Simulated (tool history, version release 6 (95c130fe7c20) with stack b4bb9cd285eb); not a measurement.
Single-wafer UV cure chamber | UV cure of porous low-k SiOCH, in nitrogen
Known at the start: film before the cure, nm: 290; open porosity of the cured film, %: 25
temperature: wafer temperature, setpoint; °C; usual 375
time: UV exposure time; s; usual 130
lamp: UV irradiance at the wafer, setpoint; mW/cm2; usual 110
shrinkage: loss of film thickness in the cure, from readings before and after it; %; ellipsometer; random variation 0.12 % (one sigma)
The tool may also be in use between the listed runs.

{"run": 1, "hour": 0.0, "temperature": 375, "time": 80, "lamp": 110, "shrinkage": 8.359}
{"run": 2, "hour": 14.2, "temperature": 375, "time": 80, "lamp": 110, "shrinkage": 8.358}
{"run": 3, "hour": 26.8, "temperature": 375, "time": 80, "lamp": 110, "shrinkage": 8.292}
{"run": 4, "hour": 33.2, "temperature": 375, "time": 130, "lamp": 110, "shrinkage": 10.827}
{"run": 5, "hour": 45.0, "temperature": 375, "time": 130, "lamp": 110, "shrinkage": 10.71}
{"run": 6, "hour": 58.3, "temperature": 375, "time": 130, "lamp": 110, "shrinkage": 10.65}
{"run": 7, "hour": 66.5, "temperature": 375, "time": 130, "lamp": 110, "shrinkage": 10.601}
{"run": 8, "hour": 76.4, "temperature": 375, "time": 130, "lamp": 110, "shrinkage": 10.533}
{"run": 9, "hour": 90.5, "temperature": 375, "time": 130, "lamp": 110, "shrinkage": 10.563}
{"run": 10, "hour": 103.7, "temperature": 359, "time": 130, "lamp": 110, "shrinkage": 10.161}
{"run": 11, "hour": 112.7, "temperature": 369, "time": 130, "lamp": 130, "shrinkage": 11.206}
{"run": 12, "hour": 124.3, "temperature": 369, "time": 130, "lamp": 130, "shrinkage": 11.252}
{"run": 13, "hour": 133.5, "temperature": 369, "time": 130, "lamp": 130, "shrinkage": 11.003}
{"run": 14, "hour": 149.4, "temperature": 375, "time": 100, "lamp": 110, "shrinkage": 9.067}
{"run": 15, "hour": 197.4, "temperature": 375, "time": 100, "lamp": 110, "shrinkage": 8.74}
{"run": 16, "hour": 203.9, "temperature": 375, "time": 100, "lamp": 110, "shrinkage": 8.723}
{"run": 17, "hour": 210.1, "temperature": 375, "time": 130, "lamp": 110, "shrinkage": 10.056}
{"run": 18, "hour": 220.1, "temperature": 375, "time": 130, "lamp": 110, "shrinkage": 9.868}
{"run": 19, "hour": 235.2, "temperature": 375, "time": 130, "lamp": 110, "shrinkage": 9.809}
{"run": 20, "hour": 243.4, "temperature": 375, "time": 90, "lamp": 110, "shrinkage": 7.982}
{"run": 21, "hour": 253.4, "temperature": 375, "time": 90, "lamp": 110, "shrinkage": 8.049}
{"run": 22, "hour": 266.2, "temperature": 375, "time": 90, "lamp": 110, "shrinkage": 7.941}
{"hour": 282.1, "done": "quartz window cleaned"}
{"run": 23, "hour": 282.6, "temperature": 380, "time": 130, "lamp": 132, "shrinkage": 12.251}
{"run": 24, "hour": 289.8, "temperature": 375, "time": 130, "lamp": 110, "shrinkage": 11.142}
{"run": 25, "hour": 303.8, "temperature": 389, "time": 170, "lamp": 137, "shrinkage": 13.759}
{"run": 26, "hour": 314.0, "temperature": 375, "time": 130, "lamp": 110, "shrinkage": 11.118}
{"run": 27, "hour": 323.9, "temperature": 375, "time": 175, "lamp": 130, "shrinkage": 13.444}
{"run": 28, "hour": 340.0, "temperature": 360, "time": 205, "lamp": 147, "shrinkage": 14.463}
{"run": 29, "hour": 346.6, "temperature": 355, "time": 85, "lamp": 131, "shrinkage": 9.322}
{"run": 30, "hour": 360.7, "temperature": 389, "time": 165, "lamp": 110, "shrinkage": 12.728}
{"run": 31, "hour": 369.3, "temperature": 386, "time": 70, "lamp": 131, "shrinkage": 9.066}
{"run": 32, "hour": 384.6, "temperature": 386, "time": 70, "lamp": 131, "shrinkage": 9.049}
{"run": 33, "hour": 413.7, "temperature": 356, "time": 175, "lamp": 148, "shrinkage": 13.49}
{"run": 34, "hour": 431.5, "temperature": 383, "time": 130, "lamp": 133, "shrinkage": 11.966}
{"run": 35, "hour": 444.5, "temperature": 375, "time": 130, "lamp": 110, "shrinkage": 10.825}
{"run": 36, "hour": 456.2, "temperature": 394, "time": 205, "lamp": 110, "shrinkage": 13.548}
{"run": 37, "hour": 473.0, "temperature": 375, "time": 130, "lamp": 110, "shrinkage": 10.828}
{"hour": 484.8, "done": "UV bulbs replaced"}
{"run": 38, "hour": 485.3, "temperature": 375, "time": 130, "lamp": 110, "shrinkage": 10.795}
{"run": 39, "hour": 498.6, "temperature": 365, "time": 195, "lamp": 121, "shrinkage": 13.006}
{"run": 40, "hour": 504.6, "temperature": 386, "time": 70, "lamp": 131, "shrinkage": 8.882}
{"run": 41, "hour": 543.3, "temperature": 390, "time": 180, "lamp": 124, "shrinkage": 13.243}
{"run": 42, "hour": 553.9, "temperature": 383, "time": 155, "lamp": 125, "shrinkage": 12.425}
{"run": 43, "hour": 565.1, "temperature": 375, "time": 70, "lamp": 82, "shrinkage": 6.48}
{"run": 44, "hour": 571.5, "temperature": 375, "time": 130, "lamp": 110, "shrinkage": 10.639}
{"run": 45, "hour": 586.6, "temperature": 375, "time": 130, "lamp": 110, "shrinkage": 10.749}
{"run": 46, "hour": 603.7, "temperature": 367, "time": 170, "lamp": 95, "shrinkage": 11.375}
{"run": 47, "hour": 618.2, "temperature": 385, "time": 130, "lamp": 134, "shrinkage": 11.847}

Hidden state or all else? Some run-to-run changes of shrinkage, split into what the settings, what came in and random variation would give without the hidden state, and what is left for the hidden state (with any gauge scatter that isn't in both results):
The hidden state here: lamp output below its setpoint, %; transmission lost against a clean window, %.
Run 14 -> 15: no setting changed, nothing entered. shrinkage -0.327 %: hidden state -0.178, all else -0.149.
Run 22 -> 23: temperature 375 -> 380, time 90 -> 130, lamp 110 -> 132, quartz window cleaned. shrinkage +4.310 %: hidden state +1.225, all else +3.085.
Run 28 -> 29: temperature 360 -> 355, time 205 -> 85, lamp 147 -> 131. shrinkage -5.141 %: hidden state +0.003, all else -5.144.
Run 32 -> 33: temperature 386 -> 356, time 70 -> 175, lamp 131 -> 148. shrinkage +4.441 %: hidden state -0.035, all else +4.476.
Run 40 -> 41: temperature 386 -> 390, time 70 -> 180, lamp 131 -> 124. shrinkage +4.361 %: hidden state -0.098, all else +4.459.
Run 42 -> 43: temperature 383 -> 375, time 155 -> 70, lamp 125 -> 82. shrinkage -5.945 %: hidden state +0.032, all else -5.977.
